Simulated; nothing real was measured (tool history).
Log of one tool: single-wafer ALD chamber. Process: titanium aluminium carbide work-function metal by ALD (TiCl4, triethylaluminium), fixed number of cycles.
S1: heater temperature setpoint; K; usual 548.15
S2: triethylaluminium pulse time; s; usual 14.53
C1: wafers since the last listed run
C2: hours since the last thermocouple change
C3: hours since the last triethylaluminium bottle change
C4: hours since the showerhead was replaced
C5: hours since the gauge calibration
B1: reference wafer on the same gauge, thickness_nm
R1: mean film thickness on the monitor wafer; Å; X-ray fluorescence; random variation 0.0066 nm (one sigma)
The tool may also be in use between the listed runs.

run 1 hour=0.0 | S1=539.15 S2=17.26 | C1=0 C2=1758.8 C3=444.1 C4=6454.1 C5=454.2 | B1=1.842 | R1=17.74
-- hour=71.5 triethylaluminium bottle replaced
run 2 hour=86.8 | S1=539.15 S2=17.26 | C1=985 C2=1845.6 C3=15.3 C4=6540.9 C5=541.0 | B1=1.839 | R1=18.31
run 3 hour=171.9 | S1=542.15 S2=14.53 | C1=1064 C2=1930.7 C3=100.4 C4=6626.0 C5=626.1 | B1=1.839 | R1=18.14
run 4 hour=259.0 | S1=548.15 S2=10.10 | C1=1089 C2=2017.8 C3=187.5 C4=6713.1 C5=713.2 | B1=1.842 | R1=16.32
run 5 hour=346.9 | S1=548.15 S2=14.53 | C1=1099 C2=2105.7 C3=275.4 C4=6801.0 C5=801.1 | B1=1.839 | R1=18.30
run 6 hour=428.6 | S1=554.15 S2=14.53 | C1=1022 C2=2187.4 C3=357.1 C4=6882.7 C5=882.8 | B1=1.839 | R1=18.51
run 7 hour=475.5 | S1=554.15 S2=14.53 | C1=586 C2=2234.3 C3=404.0 C4=6929.6 C5=929.7 | B1=1.839 | R1=18.47
run 8 hour=575.9 | S1=554.15 S2=14.53 | C1=1256 C2=2334.7 C3=504.4 C4=7030.0 C5=1030.1 | B1=1.840 | R1=18.33
-- hour=669.8 triethylaluminium bottle replaced
run 9 hour=678.3 | S1=548.15 S2=16.42 | C1=1180 C2=2437.1 C3=8.5 C4=7132.4 C5=1132.5 | B1=1.840 | R1=18.88
-- hour=815.0 thermocouple changed; heater temperature recalibrated
run 10 hour=865.2 | S1=548.15 S2=16.42 | C1=2238 C2=50.2 C3=195.4 C4=7319.3 C5=1319.4 | B1=1.841 | R1=18.63
run 11 hour=914.6 | S1=548.15 S2=14.53 | C1=618 C2=99.6 C3=244.8 C4=7368.7 C5=1368.8 | B1=1.841 | R1=18.32
run 12 hour=957.3 | S1=548.15 S2=14.53 | C1=534 C2=142.3 C3=287.5 C4=7411.4 C5=1411.5 | B1=1.840 | R1=18.28
run 13 hour=1013.0 | S1=548.15 S2=14.53 | C1=696 C2=198.0 C3=343.2 C4=7467.1 C5=1467.2 | B1=1.842 | R1=18.20
run 14 hour=1112.0 | S1=545.15 S2=12.59 | C1=1238 C2=297.0 C3=442.2 C4=7566.1 C5=1566.2 | B1=1.840 | R1=17.08
-- hour=1163.2 showerhead replaced
run 15 hour=1203.1 | S1=545.15 S2=12.59 | C1=1039 C2=388.1 C3=533.3 C4=39.9 C5=1657.3 | B1=1.842 | R1=16.89
-- hour=1283.4 triethylaluminium bottle replaced
run 16 hour=1300.7 | S1=548.15 S2=14.53 | C1=1120 C2=485.7 C3=17.3 C4=137.5 C5=1754.9 | B1=1.839 | R1=18.83
-- hour=1344.7 gauge calibrated
run 17 hour=1374.8 | S1=554.15 S2=18.63 | C1=927 C2=559.8 C3=91.4 C4=211.6 C5=30.1 | B1=1.840 | R1=19.41
run 18 hour=1444.6 | S1=539.15 S2=14.53 | C1=873 C2=629.6 C3=161.2 C4=281.4 C5=99.9 | B1=1.841 | R1=17.71
run 19 hour=1522.7 | S1=556.15 S2=10.24 | C1=977 C2=707.7 C3=239.3 C4=359.5 C5=178.0 | B1=1.840 | R1=16.67
run 20 hour=1623.0 | S1=548.15 S2=14.53 | C1=1254 C2=808.0 C3=339.6 C4=459.8 C5=278.3 | B1=1.839 | R1=18.02
run 21 hour=1671.6 | S1=543.15 S2=10.91 | C1=608 C2=856.6 C3=388.2 C4=508.4 C5=326.9 | B1=1.840 | R1=15.74
run 22 hour=1732.6 | S1=558.15 S2=17.08 | C1=763 C2=917.6 C3=449.2 C4=569.4 C5=387.9 | B1=1.841 | R1=19.22
run 23 hour=1795.1 | S1=534.15 S2=17.38 | C1=781 C2=980.1 C3=511.7 C4=631.9 C5=450.4 | B1=1.840 | R1=17.30
-- hour=1835.4 triethylaluminium bottle replaced
run 24 hour=1934.6 | S1=535.15 S2=14.53 | C1=1645 C2=1119.6 C3=99.2 C4=771.4 C5=589.9 | B1=1.839 | R1=17.53
run 25 hour=1988.1 | S1=558.15 S2=19.70 | C1=669 C2=1173.1 C3=152.7 C4=824.9 C5=643.4 | B1=1.841 | R1=19.84
run 26 hour=2037.1 | S1=560.15 S2=11.90 | C1=613 C2=1222.1 C3=201.7 C4=873.9 C5=692.4 | B1=1.840 | R1=18.67
run 27 hour=2121.4 | S1=552.15 S2=14.53 | C1=1054 C2=1306.4 C3=286.0 C4=958.2 C5=776.7 | B1=1.840 | R1=18.61
run 28 hour=2174.8 | S1=552.15 S2=16.70 | C1=668 C2=1359.8 C3=339.4 C4=1011.6 C5=830.1 | B1=1.840 | R1=18.94
run 29 hour=2273.7 | S1=548.15 S2=14.53 | C1=1237 C2=1458.7 C3=438.3 C4=1110.5 C5=929.0 | B1=1.839 | R1=17.97
run 30 hour=2361.8 | S1=548.15 S2=14.53 | C1=1102 C2=1546.8 C3=526.4 C4=1198.6 C5=1017.1 | B1=1.841 | R1=17.92

Hidden state or all else? Some run-to-run changes of R1, split into what the settings, what came in and random variation would give without the hidden state, and what is left for the hidden state (with any gauge scatter that isn't in both results):
The hidden state here: wafer temperature above the value expected at the setpoint (K); triethylaluminium dose above that of a fresh bottle (%); gauge reads high (%).
Run 15 -> 16: S1 545.15 -> 548.15, S2 12.59 -> 14.53, triethylaluminium bottle replaced. R1 +1.94 Å: hidden state +1.35, all else +0.59.
Run 18 -> 19: S1 539.15 -> 556.15, S2 14.53 -> 10.24. R1 -1.04 Å: hidden state -1.51, all else +0.47.
Run 20 -> 21: S1 548.15 -> 543.15, S2 14.53 -> 10.91. R1 -2.28 Å: hidden state -1.27, all else -1.01.
Run 21 -> 22: S1 543.15 -> 558.15, S2 10.91 -> 17.08. R1 +3.48 Å: hidden state +1.56, all else +1.92.
Run 24 -> 25: S1 535.15 -> 558.15, S2 14.53 -> 19.70. R1 +2.31 Å: hidden state +0.13, all else +2.18.
